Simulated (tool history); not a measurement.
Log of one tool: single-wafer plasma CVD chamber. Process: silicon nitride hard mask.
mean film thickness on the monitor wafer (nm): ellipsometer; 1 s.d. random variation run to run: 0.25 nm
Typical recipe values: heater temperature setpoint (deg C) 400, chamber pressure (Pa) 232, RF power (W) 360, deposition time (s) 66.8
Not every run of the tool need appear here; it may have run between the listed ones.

| run | hour | heater temperature setpoint (deg C) | chamber pressure (Pa) | RF power (W) | deposition time (s) | wafers since the last listed run | hours since the last thermocouple change | hours since the last RF generator calibration | hours since the last manometer calibration | hours since the showerhead was replaced | hours since the gauge calibration | read-back reference wafer on the same gauge, thickness_nm | mean film thickness on the monitor wafer (nm) |
|---|---|---|---|---|---|---|---|---|---|---|---|---|---|
| 1 | 0 | 400 | 232 | 360 | 66.8 | 0 | 3102 | 823.4 | 1265 | 8688.6 | 22.1 | 103.402 | 94.809 |
| 2 | 58.6 | 400 | 232 | 360 | 66.8 | 904 | 3160.6 | 882 | 1323.6 | 8747.2 | 80.7 | 103.407 | 94.556 |
| 3 | 83.2 | 400 | 232 | 360 | 66.8 | 379 | 3185.2 | 906.6 | 1348.2 | 8771.8 | 105.3 | 103.377 | 94.587 |
| 4 | 107.7 | 400 | 232 | 360 | 66.8 | 378 | 3209.7 | 931.1 | 1372.7 | 8796.3 | 129.8 | 103.436 | 94.246 |
| 5 | 153.9 | 400 | 232 | 360 | 66.8 | 713 | 3255.9 | 977.3 | 1418.9 | 8842.5 | 176 | 103.449 | 94.652 |
| 6 | 189.2 | 400 | 232 | 360 | 66.8 | 545 | 3291.2 | 1012.6 | 1454.2 | 8877.8 | 211.3 | 103.387 | 94.555 |
|  | 204.6 | thermocouple changed; heater temperature recalibrated |
| 7 | 219.9 | 400 | 232 | 360 | 66.8 | 350 | 15.3 | 1043.3 | 1484.9 | 8908.5 | 242 | 103.376 | 94.327 |
| 8 | 272 | 389 | 232 | 360 | 66.8 | 804 | 67.4 | 1095.4 | 1537 | 8960.6 | 294.1 | 103.375 | 95.14 |
|  | 321.2 | gauge calibrated |
|  | 322.4 | capacitance manometer re-zeroed and calibrated |
| 9 | 335 | 404 | 232 | 410 | 61.7 | 849 | 130.4 | 1158.4 | 12.6 | 9023.6 | 13.8 | 103.364 | 90.771 |
|  | 353.1 | RF generator calibrated |
|  | 353.2 | showerhead replaced |
| 10 | 361.9 | 400 | 247 | 295 | 66.8 | 290 | 157.3 | 8.8 | 39.5 | 8.7 | 40.7 | 103.436 | 90.842 |
| 11 | 414.4 | 400 | 232 | 360 | 66.8 | 810 | 209.8 | 61.3 | 92 | 61.2 | 93.2 | 103.373 | 94.344 |
| 12 | 482.7 | 400 | 232 | 360 | 63.4 | 1054 | 278.1 | 129.6 | 160.3 | 129.5 | 161.5 | 103.434 | 89.685 |
| 13 | 518.6 | 400 | 232 | 420 | 78.7 | 554 | 314 | 165.5 | 196.2 | 165.4 | 197.4 | 103.451 | 116.836 |
| 14 | 574.7 | 400 | 232 | 325 | 76 | 866 | 370.1 | 221.6 | 252.3 | 221.5 | 253.5 | 103.364 | 103.855 |
| 15 | 599.5 | 400 | 191 | 385 | 66.8 | 382 | 394.9 | 246.4 | 277.1 | 246.3 | 278.3 | 103.299 | 92.162 |
| 16 | 634.8 | 411 | 251 | 405 | 63.2 | 545 | 430.2 | 281.7 | 312.4 | 281.6 | 313.6 | 103.395 | 93.964 |

List, for all runs, the conditions of the tool that the log does not record:
wafer temperature above the value expected at the setpoint (K): 0 across all the runs
delivered RF power above the setpoint (%): 0 across all the runs
true pressure above the setpoint (%): 0 across all the runs
gauge reads high (%): 0 across all the runs
